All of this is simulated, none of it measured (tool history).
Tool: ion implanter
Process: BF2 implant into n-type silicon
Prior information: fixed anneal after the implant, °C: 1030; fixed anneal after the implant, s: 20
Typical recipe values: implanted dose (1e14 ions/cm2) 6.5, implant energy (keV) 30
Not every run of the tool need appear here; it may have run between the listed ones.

run,hour,implanted dose (1e14 ions/cm2),implant energy (keV),wafers since the last listed run,hours since the last dose calibration,hours since the extraction supply was calibrated,hours since the gauge calibration,"read-back reference wafer on the same gauge, sheet resistance",sheet resistance of the implanted and annealed layer (ohm/square)
1,0,6.5,30,0,201.9,741.4,1681.6,154.02,185.69
2,301.2,6.5,30,2793,503.1,1042.6,1982.8,153.98,186.07
3,337.6,6.5,30,337,539.5,1079,2019.2,153.53,187.54
4,422.1,6.5,30,783,624,1163.5,2103.7,154.09,184.65
5,468,6.5,30,425,669.9,1209.4,2149.6,153.87,185.72
# hour 489.6: gauge calibrated
6,539.3,6.5,30,661,741.2,1280.7,49.7,154.13,185.21
7,617.6,6.5,36,726,819.5,1359,128,154.33,180.15
8,702.5,6.5,36,787,904.4,1443.9,212.9,154.09,178.04
9,779.6,6.5,30,715,981.5,1521,290,153.9,181.44
10,874.1,6.5,30,876,1076,1615.5,384.5,154.27,182.02
# hour 982.8: Faraday cup replaced and dose calibrated
11,983.3,6.5,30,938,0.5,1724.7,493.7,153.82,185.84
12,1046,6.5,30,581,63.2,1787.4,556.4,154.47,186.8
13,1129.1,6.5,30,770,146.3,1870.5,639.5,153.99,188.59
14,1228.3,6.5,30,920,245.5,1969.7,738.7,154.19,186.61
15,1285.1,6.5,30,526,302.3,2026.5,795.5,154.18,184.89
16,1355.2,6.5,30,650,372.4,2096.6,865.6,153.85,184.84
17,1424.6,6.5,38.5,643,441.8,2166,935,154.14,179.13
18,1532.3,5.33,30,999,549.5,2273.7,1042.7,154.01,216.39
19,1613.5,6.5,25,753,630.7,2354.9,1123.9,154.12,192.11
20,1696.3,5.09,24.5,768,713.5,2437.7,1206.7,154.1,232.26
21,1802.5,7.56,30,985,819.7,2543.9,1312.9,153.94,164.43
22,1869.2,4.7,30,618,886.4,2610.6,1379.6,154.11,240.56
23,1939.7,6.5,30,653,956.9,2681.1,1450.1,154.05,184.68
24,2040.9,8.07,30,938,1058.1,2782.3,1551.3,153.96,156.83
# hour 2097.9: extraction supply calibrated
25,2124.8,4.78,30,704,1142,26.9,1635.2,154.22,234.08
26,2209,5.99,21.5,781,1226.2,111.1,1719.4,153.84,204.31
27,2297.9,7.03,30,824,1315.1,200,1808.3,153.8,170.96
# hour 2358.5: gauge calibrated
# hour 2370.9: Faraday cup replaced and dose calibrated
28,2600.5,6.5,30,2732,229.6,502.6,242,153.75,185.75
29,2651.9,7.36,30,476,281,554,293.4,153.83,169.06
30,2715.5,5.67,30,589,344.6,617.6,357,154.1,206.81
31,2764.2,5.6,30,451,393.3,666.3,405.7,154.22,207.87
32,2822.5,5.88,26.5,540,451.6,724.6,464,154.35,203.21
33,2907.3,4.67,30,786,536.4,809.4,548.8,153.82,240.77
34,2978.9,5.85,33,664,608,881,620.4,154.01,199.43
35,3269.7,6.5,30,2697,898.8,1171.8,911.2,154.27,184.35
36,3306.8,6.5,30,344,935.9,1208.9,948.3,154.09,182.53

What would each run have given without the hidden state, its run-to-run variation left as it was?
Hidden conditions of the tool in this case: deviation of the true dose from the Faraday cup's reading, %; deviation of the true energy from its setpoint, %; gauge reads high (%).
run,sheet resistance of the implanted and annealed layer (ohm/square)
1,185.09
2,186.27
3,187.88
4,185.36
5,186.65
6,186.51
7,181.94
8,180.36
9,184.22
10,185.52
11,185.39
12,186.36
13,188.21
14,186.38
15,184.78
16,184.91
17,179.42
18,217.21
19,193.12
20,234.11
21,166.13
22,243.99
23,187.63
24,159.64
25,240
26,209.57
27,176.28
28,186.23
29,169.55
30,207.64
31,208.87
32,204.34
33,242.65
34,201.3
35,187.61
36,186.01
